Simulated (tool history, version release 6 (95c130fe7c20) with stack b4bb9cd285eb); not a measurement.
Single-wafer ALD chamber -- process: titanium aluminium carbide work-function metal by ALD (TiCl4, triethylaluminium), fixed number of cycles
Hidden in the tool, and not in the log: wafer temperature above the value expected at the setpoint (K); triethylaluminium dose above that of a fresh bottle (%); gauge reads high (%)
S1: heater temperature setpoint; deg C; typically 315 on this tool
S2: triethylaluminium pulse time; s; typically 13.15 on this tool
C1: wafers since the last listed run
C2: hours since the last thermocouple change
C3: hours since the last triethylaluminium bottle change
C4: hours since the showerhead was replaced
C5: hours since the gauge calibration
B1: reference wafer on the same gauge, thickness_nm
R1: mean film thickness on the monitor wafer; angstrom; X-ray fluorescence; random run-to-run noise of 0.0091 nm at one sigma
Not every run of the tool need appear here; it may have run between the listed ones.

run 1 day=0.000 | S1=315 S2=13.15 | C1=0 C2=1703.1 C3=33.4 C4=5436.0 C5=1650.6 | B1=2.620 | R1=23.24
run 2 day=2.404 | S1=315 S2=13.15 | C1=472 C2=1760.8 C3=91.1 C4=5493.7 C5=1708.3 | B1=2.617 | R1=23.28
run 3 day=6.796 | S1=315 S2=13.15 | C1=863 C2=1866.2 C3=196.5 C4=5599.1 C5=1813.7 | B1=2.624 | R1=23.32
run 4 day=10.621 | S1=322 S2=15.23 | C1=751 C2=1958.0 C3=288.3 C4=5690.9 C5=1905.5 | B1=2.622 | R1=23.94
run 5 day=13.854 | S1=322 S2=15.23 | C1=635 C2=2035.6 C3=365.9 C4=5768.5 C5=1983.1 | B1=2.622 | R1=24.12
run 6 day=15.950 | S1=324 S2=13.15 | C1=411 C2=2085.9 C3=416.2 C4=5818.8 C5=2033.4 | B1=2.621 | R1=24.21
run 7 day=17.992 | S1=315 S2=13.15 | C1=401 C2=2134.9 C3=465.2 C4=5867.8 C5=2082.4 | B1=2.618 | R1=22.90
run 8 day=20.154 | S1=306 S2=14.85 | C1=425 C2=2186.8 C3=517.1 C4=5919.7 C5=2134.3 | B1=2.620 | R1=22.29
run 9 day=22.971 | S1=306 S2=14.85 | C1=553 C2=2254.4 C3=584.7 C4=5987.3 C5=2201.9 | B1=2.619 | R1=22.22
run 10 day=26.321 | S1=315 S2=15.06 | C1=658 C2=2334.8 C3=665.1 C4=6067.7 C5=2282.3 | B1=2.620 | R1=22.97
-- day=27.196 thermocouple changed; heater temperature recalibrated
run 11 day=28.588 | S1=328 S2=8.86 | C1=380 C2=33.4 C3=719.5 C4=6122.1 C5=2336.7 | B1=2.622 | R1=22.10
-- day=29.983 gauge calibrated
run 12 day=31.483 | S1=323 S2=17.33 | C1=569 C2=102.9 C3=789.0 C4=6191.6 C5=36.0 | B1=2.615 | R1=23.48
run 13 day=33.792 | S1=330 S2=10.33 | C1=453 C2=158.3 C3=844.4 C4=6247.0 C5=91.4 | B1=2.622 | R1=23.08
run 14 day=37.583 | S1=305 S2=15.14 | C1=745 C2=249.3 C3=935.4 C4=6338.0 C5=182.4 | B1=2.621 | R1=21.48
run 15 day=39.850 | S1=309 S2=17.44 | C1=445 C2=303.7 C3=989.8 C4=6392.4 C5=236.8 | B1=2.618 | R1=22.11
run 16 day=43.562 | S1=311 S2=13.15 | C1=729 C2=392.8 C3=1078.9 C4=6481.5 C5=325.9 | B1=2.618 | R1=21.89
run 17 day=46.583 | S1=309 S2=15.08 | C1=593 C2=465.3 C3=1151.4 C4=6554.0 C5=398.4 | B1=2.621 | R1=21.95
-- day=49.800 showerhead replaced
run 18 day=50.079 | S1=326 S2=8.21 | C1=621 C2=549.2 C3=1235.3 C4=6.7 C5=482.3 | B1=2.618 | R1=21.49
-- day=51.800 triethylaluminium bottle replaced
run 19 day=53.879 | S1=311 S2=13.15 | C1=681 C2=640.4 C3=49.9 C4=97.9 C5=573.5 | B1=2.620 | R1=22.45
run 20 day=63.729 | S1=309 S2=15.08 | C1=1936 C2=876.8 C3=286.3 C4=334.3 C5=809.9 | B1=2.619 | R1=22.29
run 21 day=75.504 | S1=327 S2=13.15 | C1=2314 C2=1159.4 C3=568.9 C4=616.9 C5=1092.5 | B1=2.620 | R1=23.74

3 ways to go on from here, each from the tool as it stands after run 21. What would each give?
run A day=75.521 | S1=315 S2=18.15 | C1=3 C2=1159.8 C3=569.3 C4=617.3 C5=1092.9 | B1=? | R1=?
run B day=75.521 | S1=315 S2=16.60 | C1=3 C2=1159.8 C3=569.3 C4=617.3 C5=1092.9 | B1=? | R1=?
run C day=75.521 | S1=329 S2=18.41 | C1=3 C2=1159.8 C3=569.3 C4=617.3 C5=1092.9 | B1=? | R1=?

run=A B1=2.620 R1=23.09
run=B B1=2.620 R1=22.99
run=C B1=2.620 R1=24.61
Without the tool's unlogged condition, the same runs would have read:
run=A R1=22.78
run=B R1=22.74
run=C R1=24.29
